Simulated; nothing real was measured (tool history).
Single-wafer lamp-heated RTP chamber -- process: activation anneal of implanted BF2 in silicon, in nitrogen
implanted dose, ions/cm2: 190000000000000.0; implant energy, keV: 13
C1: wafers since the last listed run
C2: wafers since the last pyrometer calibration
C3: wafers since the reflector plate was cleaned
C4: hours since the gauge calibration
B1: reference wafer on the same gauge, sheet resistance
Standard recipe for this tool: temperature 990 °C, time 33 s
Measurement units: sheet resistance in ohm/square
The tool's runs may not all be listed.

run 1 hour=0 | temperature=990 time=33 | C1=0 C2=1347 C3=8025 C4=384.6 | B1=681.13 | sheet_resistance=622.66
run 2 hour=61 | temperature=990 time=33 | C1=649 C2=1997 C3=8674 C4=445.6 | B1=681.03 | sheet_resistance=619.34
run 3 hour=136.9 | temperature=972 time=33 | C1=808 C2=2806 C3=9483 C4=521.5 | B1=681.11 | sheet_resistance=625.08
run 4 hour=186.6 | temperature=972 time=33 | C1=529 C2=3335 C3=10012 C4=571.2 | B1=681.16 | sheet_resistance=624.88
run 5 hour=243.5 | temperature=1002 time=33 | C1=606 C2=3941 C3=10619 C4=628.1 | B1=680.98 | sheet_resistance=614.57
-- hour=259.4 pyrometer window cleaned and pyrometer calibrated
run 6 hour=287.3 | temperature=990 time=33 | C1=381 C2=297 C3=11000 C4=671.9 | B1=681.21 | sheet_resistance=622.25
run 7 hour=328 | temperature=990 time=33 | C1=433 C2=730 C3=11434 C4=712.6 | B1=681.4 | sheet_resistance=621.63
run 8 hour=410.3 | temperature=990 time=33 | C1=876 C2=1607 C3=12310 C4=794.9 | B1=681 | sheet_resistance=620.45
run 9 hour=493.3 | temperature=1018 time=33 | C1=884 C2=2491 C3=13195 C4=877.9 | B1=680.77 | sheet_resistance=610.01
run 10 hour=592.4 | temperature=972 time=33 | C1=1055 C2=3547 C3=14250 C4=977 | B1=681.18 | sheet_resistance=626.43
-- hour=651.6 pyrometer window cleaned and pyrometer calibrated
run 11 hour=667.4 | temperature=990 time=33 | C1=713 C2=168 C3=14964 C4=1052 | B1=680.72 | sheet_resistance=622.91
-- hour=695.9 reflector plate cleaned
-- hour=762.1 gauge calibrated
run 12 hour=768.9 | temperature=970 time=22 | C1=996 C2=1164 C3=777 C4=6.8 | B1=681.14 | sheet_resistance=633.92
run 13 hour=920.8 | temperature=979 time=16 | C1=1618 C2=2782 C3=2396 C4=158.7 | B1=681.44 | sheet_resistance=629.26
run 14 hour=1023.5 | temperature=990 time=33 | C1=1094 C2=3876 C3=3490 C4=261.4 | B1=680.78 | sheet_resistance=620.1
-- hour=1059.4 pyrometer window cleaned and pyrometer calibrated
run 15 hour=1118.3 | temperature=990 time=33 | C1=924 C2=627 C3=4414 C4=356.2 | B1=681.06 | sheet_resistance=621.64
run 16 hour=1224.5 | temperature=990 time=25 | C1=1131 C2=1758 C3=5546 C4=462.4 | B1=681.38 | sheet_resistance=623.72
run 17 hour=1318 | temperature=990 time=18 | C1=996 C2=2754 C3=6542 C4=555.9 | B1=680.85 | sheet_resistance=627.03

How the hidden state differs across the entries between the runs, from the last listed run before each to the first after it:
Run 5 -> run 6: pyrometer window cleaned and pyrometer calibrated (hour 259.4)
  true wafer temperature minus pyrometer reading, K: 11.8 -> 2.22
  the result without the hidden state subtracted from the measured one, sheet resistance: -3.82 -> -0.86 ohm/square
Run 10 -> run 11: pyrometer window cleaned and pyrometer calibrated (hour 651.6)
  true wafer temperature minus pyrometer reading, K: 10.5 -> 1.39
  the result without the hidden state subtracted from the measured one, sheet resistance: -6.14 -> -0.55 ohm/square
Run 11 -> run 12: reflector plate cleaned (hour 695.9); gauge calibrated (hour 762.1)
  true wafer temperature minus pyrometer reading, K: 1.39 -> 6.71
  the result without the hidden state subtracted from the measured one, sheet resistance: -0.55 -> -4.5 ohm/square
Run 14 -> run 15: pyrometer window cleaned and pyrometer calibrated (hour 1059.4)
  true wafer temperature minus pyrometer reading, K: 10.8 -> 4.54
  the result without the hidden state subtracted from the measured one, sheet resistance: -4.04 -> -1.74 ohm/square
